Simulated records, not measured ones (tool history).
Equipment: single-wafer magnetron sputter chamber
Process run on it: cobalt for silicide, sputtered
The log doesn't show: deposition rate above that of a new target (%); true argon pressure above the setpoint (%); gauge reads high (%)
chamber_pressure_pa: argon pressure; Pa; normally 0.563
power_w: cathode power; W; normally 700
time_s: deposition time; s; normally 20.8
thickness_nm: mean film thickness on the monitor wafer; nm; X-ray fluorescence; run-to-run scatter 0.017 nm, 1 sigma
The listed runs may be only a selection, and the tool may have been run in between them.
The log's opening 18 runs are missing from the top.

run    hour  chamber_pressure_pa  power_w  time_s  wafers since the last listed run  wafers on the sputter target  hours since the last manometer calibration  hours since the magnet pack was replaced  hours since the gauge calibration  read-back reference wafer on the same gauge, thickness_nm  thickness_nm
     1613.8  -- sputter target and shields replaced
 19  1614.3                0.477      550    22.2                              3797                            16                                       259.4                                    1465.5                              136.8                                                      6.069         5.958
 20  1794.5                0.563      700    20.8                              5531                          5547                                       439.6                                    1645.7                                317                                                       6.07         6.915
 21  1871.2                0.563      700    20.8                              2354                          7901                                       516.3                                    1722.4                              393.7                                                      6.066         6.934
 22  1918.2                0.563      700    20.8                              1442                          9344                                       563.3                                    1769.4                              440.7                                                      6.071          6.92
 23  1985.6                0.341      700    24.4                              2068                         11413                                       630.7                                    1836.8                              508.1                                                      6.066         8.599
 24  2039.5                0.729      700    20.8                              1654                         13068                                       684.6                                    1890.7                                562                                                      6.069         6.611
 25  2127.3                0.563      700    20.8                              2695                         15763                                       772.4                                    1978.5                              649.8                                                      6.069         6.885
 26  2188.6                0.753      650    17.7                              1881                         17645                                       833.7                                    2039.8                              711.1                                                      6.072         5.128
       2259  -- sputter target and shields replaced
 27  2271.5                0.563      600    20.8                              2299                           382                                       916.6                                    2122.7                                794                                                      6.069         5.889
 28  2365.1                0.785      750    18.8                              2873                          3256                                      1010.2                                    2216.3                              887.6                                                      6.072         6.233
 29  2420.1                0.563      650    20.8                              1688                          4944                                      1065.2                                    2271.3                              942.6                                                       6.07         6.342
 30  2469.1                0.563      700    20.8                              1504                          6448                                      1114.2                                    2320.3                              991.6                                                       6.07          6.85
 31  2525.3                 0.34      700    18.5                              1725                          8173                                      1170.4                                    2376.5                             1047.8                                                      6.068         6.489
 32  2619.6                0.748      800    20.8                              2894                         11068                                      1264.7                                    2470.8                             1142.1                                                       6.07         7.389
     2657.9  -- capacitance manometer re-zeroed and calibrated
 33  2718.7                0.368      900    19.5                              2796                         13864                                        60.8                                    2569.9                             1241.2                                                       6.07         8.861
 34  2800.3                0.563      700    20.8                              2504                         16369                                       142.4                                    2651.5                             1322.8                                                       6.07         6.971

Predict each of these 5 candidate next runs independently; none follows another, all start after run 34:
  A  2800.7                0.563      850    20.8                                12                         16382                                       142.8                                    2651.9                             1323.2                                                          ?             ?
  B  2800.7                0.719      550    18.8                                12                         16382                                       142.8                                    2651.9                             1323.2                                                          ?             ?
  C  2800.7                0.563      550    20.8                                12                         16382                                       142.8                                    2651.9                             1323.2                                                          ?             ?
  D  2800.7                0.409      800    19.7                                12                         16382                                       142.8                                    2651.9                             1323.2                                                          ?             ?
  E  2800.7                0.748      650    24.7                                12                         16382                                       142.8                                    2651.9                             1323.2                                                          ?             ?

run  read-back reference wafer on the same gauge, thickness_nm  thickness_nm
  A                                                       6.07         8.413
  B                                                       6.07         4.717
  C                                                       6.07         5.444
  D                                                       6.07         7.823
  E                                                       6.07         7.268
With no hidden state in the tool, these same runs would have given:
run  thickness_nm
  A         8.428
  B         4.728
  C         5.454
  D         7.834
  E         7.285
